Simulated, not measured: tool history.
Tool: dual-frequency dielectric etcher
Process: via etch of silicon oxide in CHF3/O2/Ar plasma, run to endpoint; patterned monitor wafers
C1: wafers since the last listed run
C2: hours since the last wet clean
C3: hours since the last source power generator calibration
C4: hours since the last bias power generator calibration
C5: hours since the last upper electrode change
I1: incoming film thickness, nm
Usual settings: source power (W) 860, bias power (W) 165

Run 1, hour 0: usual settings; C1 0; C2 322.2; C3 2516.2; C4 2866; C5 2809.7; I1 592.3. Result: endpoint time (s) 269.1.
Run 2, hour 57.9: usual settings; C1 224; C2 380.1; C3 2574.1; C4 2923.9; C5 2867.6; I1 589.8. Result: endpoint time (s) 267.3.
Run 3, hour 92.9: usual settings; C1 135; C2 415.1; C3 2609.1; C4 2958.9; C5 2902.6; I1 597.3. Result: endpoint time (s) 272.5.
At hour 263.9: bias power generator calibrated.
At hour 268.8: upper electrode replaced.
At hour 287.8: wet clean of the chamber.
Run 4, hour 306.2: usual settings but source power (W) 910; C1 718; C2 18.4; C3 2822.4; C4 42.3; C5 37.4; I1 583. Result: endpoint time (s) 261.3.
Run 5, hour 332.2: usual settings but source power (W) 910; C1 100; C2 44.4; C3 2848.4; C4 68.3; C5 63.4; I1 583.8. Result: endpoint time (s) 263.3.
Run 6, hour 359.7: usual settings but source power (W) 910; C1 106; C2 71.9; C3 2875.9; C4 95.8; C5 90.9; I1 594.5. Result: endpoint time (s) 270.5.
Run 7, hour 398.2: usual settings; C1 149; C2 110.4; C3 2914.4; C4 134.3; C5 129.4; I1 587.9. Result: endpoint time (s) 271.5.
Run 8, hour 442.1: usual settings; C1 170; C2 154.3; C3 2958.3; C4 178.2; C5 173.3; I1 586.2. Result: endpoint time (s) 268.1.
Run 9, hour 491.4: usual settings but bias power (W) 137; C1 191; C2 203.6; C3 3007.6; C4 227.5; C5 222.6; I1 590.2. Result: endpoint time (s) 289.1.
Run 10, hour 529.8: usual settings but bias power (W) 137; C1 148; C2 242; C3 3046; C4 265.9; C5 261; I1 584.8. Result: endpoint time (s) 284.3.
Run 11, hour 557.8: usual settings but source power (W) 1020; C1 108; C2 270; C3 3074; C4 293.9; C5 289; I1 595.1. Result: endpoint time (s) 256.6.
Run 12, hour 604.7: usual settings but bias power (W) 127; C1 181; C2 316.9; C3 3120.9; C4 340.8; C5 335.9; I1 592.3. Result: endpoint time (s) 294.7.
Run 13, hour 663.5: usual settings but source power (W) 960, bias power (W) 138; C1 228; C2 375.7; C3 3179.7; C4 399.6; C5 394.7; I1 588.6. Result: endpoint time (s) 273.2.
Run 14, hour 702: usual settings; C1 149; C2 414.2; C3 3218.2; C4 438.1; C5 433.2; I1 588.9. Result: endpoint time (s) 268.4.
Run 15, hour 745.7: usual settings but source power (W) 650, bias power (W) 191; C1 169; C2 457.9; C3 3261.9; C4 481.8; C5 476.9; I1 591.4. Result: endpoint time (s) 282.
Run 16, hour 778.9: usual settings; C1 128; C2 491.1; C3 3295.1; C4 515; C5 510.1; I1 582.3. Result: endpoint time (s) 264.3.
Run 17, hour 804: usual settings but source power (W) 700; C1 97; C2 516.2; C3 3320.2; C4 540.1; C5 535.2; I1 584.1. Result: endpoint time (s) 285.4.
At hour 825.9: source power generator calibrated.
Run 18, hour 829.8: usual settings but source power (W) 770, bias power (W) 191; C1 84; C2 542; C3 3.9; C4 565.9; C5 561; I1 589.6. Result: endpoint time (s) 263.8.
Run 19, hour 856: usual settings but source power (W) 970; C1 101; C2 568.2; C3 30.1; C4 592.1; C5 587.2; I1 587.9. Result: endpoint time (s) 256.9.
Run 20, hour 919.9: usual settings but source power (W) 1060, bias power (W) 182; C1 247; C2 632.1; C3 94; C4 656; C5 651.1; I1 590.6. Result: endpoint time (s) 239.9.
At hour 994.5: wet clean of the chamber.
Run 21, hour 995: usual settings but source power (W) 970, bias power (W) 184; C1 198; C2 0.5; C3 169.1; C4 731.1; C5 726.2; I1 586.2. Result: endpoint time (s) 254.3.
Run 22, hour 1023.1: usual settings but source power (W) 950, bias power (W) 182; C1 108; C2 28.6; C3 197.2; C4 759.2; C5 754.3; I1 586.9. Result: endpoint time (s) 253.9.
Run 23, hour 1077.9: usual settings; C1 212; C2 83.4; C3 252; C4 814; C5 809.1; I1 586.4. Result: endpoint time (s) 271.1.
Run 24, hour 1258.3: usual settings but source power (W) 940, bias power (W) 186; C1 699; C2 263.8; C3 432.4; C4 994.4; C5 989.5; I1 589.2. Result: endpoint time (s) 251.1.
Run 25, hour 1286.5: usual settings; C1 109; C2 292; C3 460.6; C4 1022.6; C5 1017.7; I1 592.8. Result: endpoint time (s) 270.3.
Run 26, hour 1333.4: usual settings but bias power (W) 127; C1 181; C2 338.9; C3 507.5; C4 1069.5; C5 1064.6; I1 593.6. Result: endpoint time (s) 295.9.
Run 27, hour 1399.8: usual settings; C1 257; C2 405.3; C3 573.9; C4 1135.9; C5 1131; I1 593.8. Result: endpoint time (s) 269.5.
Run 28, hour 1450.1: usual settings; C1 195; C2 455.6; C3 624.2; C4 1186.2; C5 1181.3; I1 589.2. Result: endpoint time (s) 267.3.
Run 29, hour 1499: usual settings but source power (W) 1060, bias power (W) 191; C1 189; C2 504.5; C3 673.1; C4 1235.1; C5 1230.2; I1 585.8. Result: endpoint time (s) 237.8.
At hour 1541.9: wet clean of the chamber.
Run 30, hour 1564.9: usual settings but source power (W) 770; C1 162; C2 23; C3 739; C4 1301; C5 1296.1; I1 592.9. Result: endpoint time (s) 286.2.
Run 31, hour 1621.3: usual settings but bias power (W) 179; C1 218; C2 79.4; C3 795.4; C4 1357.4; C5 1352.5; I1 583.7. Result: endpoint time (s) 262.6.
Run 32, hour 1836.3: usual settings; C1 833; C2 294.4; C3 1010.4; C4 1572.4; C5 1567.5; I1 592.5. Result: endpoint time (s) 271.2.
Run 33, hour 1891.4: usual settings but bias power (W) 135; C1 213; C2 349.5; C3 1065.5; C4 1627.5; C5 1622.6; I1 591.1. Result: endpoint time (s) 290.4.
Run 34, hour 1926.9: usual settings but source power (W) 760, bias power (W) 185; C1 137; C2 385; C3 1101; C4 1663; C5 1658.1; I1 585.3. Result: endpoint time (s) 266.5.
Run 35, hour 1966.3: usual settings but source power (W) 640; C1 152; C2 424.4; C3 1140.4; C4 1702.4; C5 1697.5; I1 596.4. Result: endpoint time (s) 300.5.

Some steps in endpoint time (s) between neighbouring runs. How much of each would the tool show without its hidden state too (settings, what came in, random variation), and how much is left for the hidden state, with any gauge scatter that isn't in both results?
The hidden state here: etch rate over this chamber's usual, %; source power that arrives over what is set, %; bias power that arrives over what is set, %.
Run 3 -> 4: source power (W) 860 -> 910, bias power generator calibrated, upper electrode replaced, wet clean of the chamber. endpoint time (s) -11.2: hidden state +4.4, all else -15.6.
Run 11 -> 12: source power (W) 1020 -> 860, bias power (W) 165 -> 127. endpoint time (s) +38.1: hidden state -1, all else +39.1.
Run 20 -> 21: source power (W) 1060 -> 970, bias power (W) 182 -> 184, wet clean of the chamber. endpoint time (s) +14.4: hidden state +6.7, all else +7.7.
Run 29 -> 30: source power (W) 1060 -> 770, bias power (W) 191 -> 165, wet clean of the chamber. endpoint time (s) +48.4: hidden state +3.2, all else +45.2.
Run 34 -> 35: source power (W) 760 -> 640, bias power (W) 185 -> 165. endpoint time (s) +34: hidden state -1, all else +35.
